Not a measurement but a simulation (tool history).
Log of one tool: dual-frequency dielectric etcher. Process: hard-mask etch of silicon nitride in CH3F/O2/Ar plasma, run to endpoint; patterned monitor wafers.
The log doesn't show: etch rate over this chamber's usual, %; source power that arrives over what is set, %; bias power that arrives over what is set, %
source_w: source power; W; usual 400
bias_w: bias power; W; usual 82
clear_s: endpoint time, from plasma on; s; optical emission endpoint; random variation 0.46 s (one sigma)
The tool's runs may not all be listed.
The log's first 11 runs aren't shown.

run	day	source_w	bias_w	wafers since the last listed run	hours since the last wet clean	hours since the last source power generator calibration	hours since the last bias power generator calibration	hours since the last upper electrode change	incoming incoming film thickness, nm	clear_s
12	4.721	310	88	84	82.6	76.1	91.0	113.8	55.2	78.2
13	5.179	400	82	138	93.6	87.1	102.0	124.8	54.8	74.4
14	5.583	400	82	122	103.3	96.8	111.7	134.5	54.5	74.4
15	5.858	400	91	83	109.9	103.4	118.3	141.1	55.0	71.0
16	6.300	400	82	133	120.5	114.0	128.9	151.7	55.0	74.9
17	6.892	350	69	179	134.7	128.2	143.1	165.9	54.8	85.8
18	7.525	430	97	191	149.9	143.4	158.3	181.1	54.3	66.1
19	8.038	480	67	155	162.2	155.7	170.6	193.4	54.2	78.5
20	8.638	430	68	181	176.6	170.1	185.0	207.8	54.8	80.4
21	9.362	400	99	219	194.0	187.5	202.4	225.2	54.4	67.3
22	9.900	480	82	162	206.9	200.4	215.3	238.1	55.1	70.0
23	10.183	470	75	85	213.7	207.2	222.1	244.9	54.8	74.9
24	10.558	320	67	113	222.7	216.2	231.1	253.9	54.6	89.8
25	10.933	330	94	113	231.7	225.2	240.1	262.9	54.7	74.5

Forecast run 26:
26	11.300	340	68	111	240.5	234.0	248.9	271.7	54.7	?

clear_s: 88.9 s
Without the tool's hidden state the same run would have given clear_s 86.6 s.
